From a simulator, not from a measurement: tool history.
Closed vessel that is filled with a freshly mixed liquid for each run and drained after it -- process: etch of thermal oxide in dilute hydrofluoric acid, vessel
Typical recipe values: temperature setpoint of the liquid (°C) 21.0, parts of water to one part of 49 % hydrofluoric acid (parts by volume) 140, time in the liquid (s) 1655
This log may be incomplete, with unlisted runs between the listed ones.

| run | hour | temperature setpoint of the liquid (°C) | parts of water to one part of 49 % hydrofluoric acid (parts by volume) | time in the liquid (s) | wafers since the last listed run | hours since the thermometer was replaced | hours since the hydrofluoric acid flow meter was replaced | hours since the gauge calibration | read-back film thickness of the thermal oxide reference wafer, read on the same gauge (nm) | thickness taken off the thermal oxide on a monitor wafer (nm) |
|---|---|---|---|---|---|---|---|---|---|---|
| 1 | 0.0 | 21.0 | 140 | 1655 | 0 | 670.9 | 435.3 | 613.1 | 80.00 | 45.35 |
| 2 | 38.7 | 21.0 | 140 | 1655 | 1310 | 709.6 | 474.0 | 651.8 | 80.01 | 45.18 |
| 3 | 68.4 | 21.0 | 140 | 1655 | 1005 | 739.3 | 503.7 | 681.5 | 80.04 | 45.55 |
| 4 | 134.8 | 21.0 | 140 | 1655 | 2247 | 805.7 | 570.1 | 747.9 | 80.01 | 45.38 |
| 5 | 180.0 | 21.0 | 140 | 1655 | 1530 | 850.9 | 615.3 | 793.1 | 79.97 | 45.39 |
| 6 | 220.0 | 21.0 | 140 | 1655 | 1354 | 890.9 | 655.3 | 833.1 | 80.01 | 45.11 |
| 7 | 284.9 | 21.0 | 140 | 1655 | 2197 | 955.8 | 720.2 | 898.0 | 79.99 | 44.86 |
| 8 | 356.2 | 21.0 | 140 | 1655 | 2413 | 1027.1 | 791.5 | 969.3 | 80.02 | 44.77 |
|  | 398.6 | gauge calibrated |
| 9 | 418.3 | 21.0 | 140 | 1655 | 2102 | 1089.2 | 853.6 | 19.7 | 80.01 | 44.98 |
| 10 | 450.9 | 21.0 | 140 | 1655 | 1103 | 1121.8 | 886.2 | 52.3 | 80.02 | 45.05 |
| 11 | 573.7 | 21.0 | 125 | 1655 | 4157 | 1244.6 | 1009.0 | 175.1 | 80.02 | 50.99 |
|  | 605.1 | hydrofluoric acid flow meter replaced |
| 12 | 634.1 | 21.0 | 75 | 2540 | 2010 | 1305.0 | 29.0 | 235.5 | 79.98 | 135.27 |
| 13 | 665.6 | 19.5 | 75 | 1025 | 1066 | 1336.5 | 60.5 | 267.0 | 80.00 | 51.35 |
| 14 | 693.8 | 21.0 | 140 | 2335 | 954 | 1364.7 | 88.7 | 295.2 | 80.00 | 61.40 |
| 15 | 759.8 | 18.5 | 115 | 2290 | 2234 | 1430.7 | 154.7 | 361.2 | 80.01 | 67.82 |
| 16 | 803.3 | 19.5 | 165 | 1275 | 1472 | 1474.2 | 198.2 | 404.7 | 80.00 | 26.05 |
|  | 858.8 | hydrofluoric acid flow meter replaced, repeated, since the last time left the tool worse |
| 17 | 861.7 | 21.0 | 140 | 1655 | 1943 | 1532.6 | 2.9 | 463.1 | 80.02 | 46.00 |
|  | 866.0 | thermometer replaced |
| 18 | 915.4 | 21.0 | 140 | 1655 | 1784 | 49.4 | 56.6 | 516.8 | 80.00 | 46.14 |
| 19 | 970.5 | 24.5 | 140 | 1655 | 1865 | 104.5 | 111.7 | 571.9 | 80.02 | 52.60 |
| 20 | 1004.5 | 19.5 | 75 | 2465 | 1151 | 138.5 | 145.7 | 605.9 | 80.00 | 129.13 |
| 21 | 1057.7 | 24.0 | 140 | 1655 | 1801 | 191.7 | 198.9 | 659.1 | 79.97 | 51.68 |
| 22 | 1108.2 | 19.5 | 75 | 2465 | 1709 | 242.2 | 249.4 | 709.6 | 80.02 | 128.70 |
| 23 | 1163.0 | 25.5 | 95 | 1655 | 1855 | 297.0 | 304.2 | 764.4 | 79.96 | 85.13 |

Branching from run 23: 4 alternative next runs. What would each branch give?
| A | 1164.1 | 21.0 | 140 | 1655 | 37 | 298.1 | 305.3 | 765.5 | ? | ? |
| B | 1164.1 | 21.0 | 190 | 1265 | 37 | 298.1 | 305.3 | 765.5 | ? | ? |
| C | 1164.1 | 23.0 | 95 | 1295 | 37 | 298.1 | 305.3 | 765.5 | ? | ? |
| D | 1164.1 | 25.5 | 105 | 2215 | 37 | 298.1 | 305.3 | 765.5 | ? | ? |

| run | read-back film thickness of the thermal oxide reference wafer, read on the same gauge (nm) | thickness taken off the thermal oxide on a monitor wafer (nm) |
|---|---|---|
| A | 79.98 | 46.11 |
| B | 79.98 | 24.64 |
| C | 79.98 | 60.63 |
| D | 79.98 | 102.30 |
With the hidden condition removed and each run's random variation left untouched, the same runs would have given:
| run | thickness taken off the thermal oxide on a monitor wafer (nm) |
|---|---|
| A | 46.50 |
| B | 24.85 |
| C | 61.13 |
| D | 103.15 |

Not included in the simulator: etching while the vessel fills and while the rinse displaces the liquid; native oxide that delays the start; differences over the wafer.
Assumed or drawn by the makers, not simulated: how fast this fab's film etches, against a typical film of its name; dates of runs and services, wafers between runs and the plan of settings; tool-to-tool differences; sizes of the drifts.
